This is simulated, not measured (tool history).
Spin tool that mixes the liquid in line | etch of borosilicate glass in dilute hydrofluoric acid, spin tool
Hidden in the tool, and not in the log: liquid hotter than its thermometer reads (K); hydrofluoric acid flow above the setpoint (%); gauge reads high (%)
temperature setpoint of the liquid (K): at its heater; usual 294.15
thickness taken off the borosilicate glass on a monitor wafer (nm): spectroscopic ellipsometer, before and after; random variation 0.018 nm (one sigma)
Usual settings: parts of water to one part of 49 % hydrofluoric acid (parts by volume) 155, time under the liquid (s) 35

run,hour,temperature setpoint of the liquid (K),parts of water to one part of 49 % hydrofluoric acid (parts by volume),time under the liquid (s),wafers since the last listed run,hours since the thermometer was replaced,hours since the hydrofluoric acid flow meter was replaced,hours since the gauge calibration,"read-back film thickness of the borosilicate glass reference wafer, read on the same gauge (nm)",thickness taken off the borosilicate glass on a monitor wafer (nm)
1,0,294.15,155,35,0,2199.6,2277.6,454.6,149.996,5.121
2,22.2,294.15,155,35,327,2221.8,2299.8,476.8,149.988,5.098
3,37,294.15,155,35,218,2236.6,2314.6,491.6,149.957,5.129
4,56.1,294.15,155,35,281,2255.7,2333.7,510.7,149.999,5.105
5,79.2,294.15,155,35,340,2278.8,2356.8,533.8,150.015,5.108
6,107.2,296.65,155,35,412,2306.8,2384.8,561.8,150.004,5.648
7,124.6,296.65,155,35,256,2324.2,2402.2,579.2,150.018,5.671
8,152.3,294.15,195,35,408,2351.9,2429.9,606.9,150.013,3.972
9,173,294.15,195,35,305,2372.6,2450.6,627.6,150.026,3.961
10,197.8,294.15,155,35,365,2397.4,2475.4,652.4,149.981,5.174
11,210,294.15,155,35,179,2409.6,2487.6,664.6,150.011,5.218
# hour 211.3: hydrofluoric acid flow meter replaced
12,245.9,294.15,155,35,514,2445.5,34.6,700.5,150.033,4.533
13,264.2,294.15,155,35,269,2463.8,52.9,718.8,150.012,4.517
14,283.3,295.65,155,35,281,2482.9,72,737.9,150.05,4.816
15,300.6,292.15,225,35,254,2500.2,89.3,755.2,150.015,2.704
16,325,290.15,185,45,359,2524.6,113.7,779.6,150.042,4.065
# hour 333: gauge calibrated
17,359.5,299.15,235,35,508,2559.1,148.2,26.5,149.995,3.302
# hour 381.1: thermometer replaced
18,381.6,295.65,210,50,310,0.5,170.3,48.6,150.026,4.508
19,400.9,294.15,130,30,284,19.8,189.6,67.9,150.026,4.476
20,413.7,294.15,155,35,188,32.6,202.4,80.7,149.951,4.283
21,430.8,290.15,125,55,251,49.7,219.5,97.8,150.024,7.319
22,482.7,298.15,155,20,764,101.6,271.4,149.7,149.994,2.876
23,498.9,296.15,85,25,238,117.8,287.6,165.9,150.012,6.6
24,522.3,294.15,155,35,344,141.2,311,189.3,149.973,4.323
25,552,297.65,200,55,437,170.9,340.7,219,150.004,5.745
26,579.7,294.15,155,25,408,198.6,368.4,246.7,150.029,3.101
27,611.9,297.65,235,45,474,230.8,400.6,278.9,150.029,3.877
28,628,295.65,210,50,237,246.9,416.7,295,150.028,4.598

3 ways to go on from here, each from the tool as it stands after run 28. What would each give?
A,628.4,294.15,155,45,5,247.3,417.1,295.4,?,?
B,628.4,291.15,105,30,5,247.3,417.1,295.4,?,?
C,628.4,291.65,90,20,5,247.3,417.1,295.4,?,?

run,"read-back film thickness of the borosilicate glass reference wafer, read on the same gauge (nm)",thickness taken off the borosilicate glass on a monitor wafer (nm)
A,149.993,5.561
B,149.993,5.106
C,149.993,4.12
Without the tool's hidden state the same runs would have given:
run,thickness taken off the borosilicate glass on a monitor wafer (nm)
A,5.253
B,4.827
C,3.896

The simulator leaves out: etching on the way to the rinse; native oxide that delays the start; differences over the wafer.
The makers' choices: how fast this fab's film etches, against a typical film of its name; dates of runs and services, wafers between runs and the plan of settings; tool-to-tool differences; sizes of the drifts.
